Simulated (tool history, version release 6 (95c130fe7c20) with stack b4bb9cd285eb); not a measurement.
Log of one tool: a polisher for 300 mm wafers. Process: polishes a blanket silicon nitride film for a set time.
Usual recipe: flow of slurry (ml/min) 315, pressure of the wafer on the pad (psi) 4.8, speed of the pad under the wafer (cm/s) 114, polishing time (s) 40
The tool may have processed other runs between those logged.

run	day	flow of slurry (ml/min)	pressure of the wafer on the pad (psi)	speed of the pad under the wafer (cm/s)	polishing time (s)	wafers since the last listed run	wafers polished on this pad	hours since the slurry nozzle was cleaned	hours since the head pressure was calibrated	incoming thickness of the incoming film, nm	film removed (nm)
1	0	315	4.8	114	40	0	1413	151.8	619	361.3	95
2	2.012	315	4.8	114	40	769	2182	200.1	667.3	364.2	95.9
3	4.233	315	4.8	114	40	848	3031	253.4	720.6	355.6	95.6
4	6.988	315	4.8	114	40	1052	4083	319.5	786.7	363.5	96.5
# day 15.192: worn pad replaced by a new one
# day 17.396: head pressure recalibrated
5	18.379	230	4.8	114	47	4257	1185	592.9	23.6	361.8	102.1
6	20.012	315	4.8	114	40	624	1810	632.1	62.8	368.4	87.1
# day 23.696: slurry nozzle cleaned
7	24.154	315	4.8	114	40	1566	3376	11	162.2	358.1	91.5
8	27.462	315	4.8	114	40	1264	4641	90.4	241.6	359.6	89.3
9	29.954	315	4.8	114	47	952	5593	150.2	301.4	354.7	108.9
10	33.421	315	4.8	114	47	1324	6918	233.4	384.6	366	104.6
# day 34.225: worn pad replaced by a new one
11	37.733	315	4.8	114	47	1584	1340	336.9	488.1	364.7	107.1
12	39.662	315	4.8	86	40	737	2078	383.2	534.4	363.6	76.1
13	42.658	315	4.8	86	40	1144	3222	455.1	606.3	358.6	72.7
14	46.167	315	4.8	114	49	1340	4563	539.3	690.5	354.3	117.9
15	50.05	315	4.8	114	40	1484	6047	632.5	783.7	363.4	96.6
# day 52.158: worn pad replaced by a new one
16	52.404	315	4.8	74	40	835	94	689	840.2	366.2	68.7
# day 53.792: head pressure recalibrated
17	55.933	315	6.3	146	40	1316	1411	773.7	51.4	352.1	141.4
18	59.671	355	5.6	114	40	1428	2839	863.4	141.1	361.4	106.1
# day 60.396: slurry nozzle cleaned
19	63.908	315	4.8	114	40	1603	4443	84.3	242.8	360.9	88.3
20	66.388	285	5.8	84	40	947	5390	143.8	302.3	364.8	84.6
21	69.596	315	4.8	128	44	1226	6616	220.8	379.3	361.4	110.6
# day 70.883: worn pad replaced by a new one
22	73.038	360	4.8	114	51	1251	823	303.4	461.9	355.8	122.8
23	75.467	350	4.8	114	40	928	1751	361.7	520.2	361.7	95.3
24	78.062	315	4.8	114	40	991	2743	424	582.5	361.5	92.6
25	80.917	315	4.2	102	40	1090	3834	492.5	651	362.9	75.5
26	83.942	280	4.8	148	40	1156	4990	565.1	723.6	367.6	116.3
27	85.575	220	3.8	88	35	624	5614	604.3	762.8	360.8	53.3
28	87.717	365	4.8	114	40	818	6432	655.7	814.2	356.7	100.3
# day 91.512: worn pad replaced by a new one
29	91.808	315	6.5	128	40	1499	113	753.9	912.4	359.4	148.3

Predict each of these 3 candidate next runs independently; none follows another, all start after run 29:
A	91.825	315	4.8	114	40	6	120	754.3	912.8	359	?
B	91.825	230	3.4	82	40	6	120	754.3	912.8	359	?
C	91.825	315	4.8	142	51	6	120	754.3	912.8	359	?

run	film removed (nm)
A	97.8
B	51.5
C	148.6
Without the tool's hidden state the same runs would have given:
run	film removed (nm)
A	89.1
B	47
C	135.4

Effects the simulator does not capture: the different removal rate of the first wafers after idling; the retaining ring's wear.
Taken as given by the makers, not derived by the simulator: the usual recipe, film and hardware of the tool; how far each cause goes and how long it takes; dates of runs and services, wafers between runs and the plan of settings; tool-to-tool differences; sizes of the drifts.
